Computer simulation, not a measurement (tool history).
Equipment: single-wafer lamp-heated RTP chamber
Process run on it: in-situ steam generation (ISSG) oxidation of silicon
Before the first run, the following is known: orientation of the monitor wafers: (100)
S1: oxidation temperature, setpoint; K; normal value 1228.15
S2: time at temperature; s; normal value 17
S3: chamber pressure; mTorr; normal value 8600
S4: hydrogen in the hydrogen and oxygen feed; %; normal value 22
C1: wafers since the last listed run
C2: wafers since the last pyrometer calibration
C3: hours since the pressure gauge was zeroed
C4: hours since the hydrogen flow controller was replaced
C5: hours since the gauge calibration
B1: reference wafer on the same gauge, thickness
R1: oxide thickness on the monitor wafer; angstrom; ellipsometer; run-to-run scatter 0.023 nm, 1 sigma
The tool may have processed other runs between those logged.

run,hour,S1,S2,S3,S4,C1,C2,C3,C4,C5,B1,R1
1,0.0,1223.15,17,8600,22,0,1423,2446.3,6115.7,622.2,4.226,43.68
2,12.8,1223.15,17,8600,22,90,1514,2459.1,6128.5,635.0,4.230,43.78
3,33.8,1228.15,17,8600,22,149,1664,2480.1,6149.5,656.0,4.230,44.56
4,51.1,1228.15,17,8600,22,122,1787,2497.4,6166.8,673.3,4.227,44.56
5,82.3,1228.15,17,8600,22,221,2008,2528.6,6198.0,704.5,4.233,44.63
6,104.7,1228.15,17,8600,22,159,2167,2551.0,6220.4,726.9,4.229,44.72
# hour 117.6: hydrogen flow controller replaced
7,120.3,1228.15,17,8600,22,54,2221,2566.6,2.7,742.5,4.231,44.66
8,151.6,1237.15,17,9100,17,222,2444,2597.9,34.0,773.8,4.226,42.86
9,169.9,1210.15,14,8600,22,130,2574,2616.2,52.3,792.1,4.227,39.76
10,270.0,1228.15,17,8600,13,711,3285,2716.3,152.4,892.2,4.229,40.14
11,302.9,1228.15,17,8600,22,233,3519,2749.2,185.3,925.1,4.232,44.80
12,327.9,1228.15,17,8600,22,177,3697,2774.2,210.3,950.1,4.231,44.63
13,342.4,1228.15,17,8600,12,103,3800,2788.7,224.8,964.6,4.228,39.36
14,365.7,1228.15,17,8600,22,165,3966,2812.0,248.1,987.9,4.230,44.93
15,398.8,1228.15,17,8600,22,235,4201,2845.1,281.2,1021.0,4.234,44.95
16,431.1,1228.15,17,8600,22,229,4430,2877.4,313.5,1053.3,4.233,45.16
17,452.1,1228.15,17,9000,22,149,4580,2898.4,334.5,1074.3,4.231,44.83
# hour 471.6: gauge calibrated
# hour 472.2: pyrometer window cleaned and pyrometer calibrated
18,487.1,1228.15,23,7400,22,191,105,2933.4,369.5,15.5,4.232,52.10
19,513.5,1243.15,17,7300,22,187,293,2959.8,395.9,41.9,4.224,48.33
# hour 579.0: pressure gauge zeroed
20,588.2,1236.15,17,8600,22,474,767,9.2,470.6,116.6,4.229,46.83
21,608.5,1228.15,17,7900,22,144,911,29.5,490.9,136.9,4.233,46.59
22,638.0,1228.15,11,8600,22,209,1121,59.0,520.4,166.4,4.231,38.70
23,661.6,1228.15,17,8600,13,167,1289,82.6,544.0,190.0,4.230,41.30
24,686.0,1228.15,17,8600,22,173,1462,107.0,568.4,214.4,4.230,45.73
25,711.4,1228.15,11,8600,22,180,1643,132.4,593.8,239.8,4.229,38.85
# hour 737.8: pyrometer window cleaned and pyrometer calibrated, repeated, since the last time left the tool worse
26,742.0,1228.15,24,8600,22,160,29,163.0,624.4,270.4,4.231,51.76
27,762.6,1228.15,17,10000,25,146,176,183.6,645.0,291.0,4.228,45.00
28,796.4,1228.15,17,8600,22,240,416,217.4,678.8,324.8,4.228,44.10
29,824.9,1228.15,17,7800,22,202,619,245.9,707.3,353.3,4.233,44.72
30,839.3,1228.15,22,8600,22,102,721,260.3,721.7,367.7,4.232,49.51

What differs in the tool's unlogged condition from the final listed run ahead of each entry between runs to the first listed run following it?
After run 6, before run 7: hydrogen flow controller replaced (hour 117.6)
  true wafer temperature minus pyrometer reading, K: 2.67 -> 2.81
  measured result minus the result with no hidden state, R1: +0.35 -> +0.37 angstrom
After run 17, before run 18: gauge calibrated (hour 471.6); pyrometer window cleaned and pyrometer calibrated (hour 472.2)
  true wafer temperature minus pyrometer reading, K: 5.68 -> 10.9
  measured result minus the result with no hidden state, R1: +0.74 -> +1.85 angstrom
After run 19, before run 20: pressure gauge zeroed (hour 579.0)
  true wafer temperature minus pyrometer reading, K: 11.1 -> 11.8
  measured result minus the result with no hidden state, R1: +1.75 -> +1.71 angstrom
After run 25, before run 26: pyrometer window cleaned and pyrometer calibrated, repeated, since the last time left the tool worse (hour 737.8)
  true wafer temperature minus pyrometer reading, K: 12.8 -> 0.644
  measured result minus the result with no hidden state, R1: +1.24 -> +0.11 angstrom
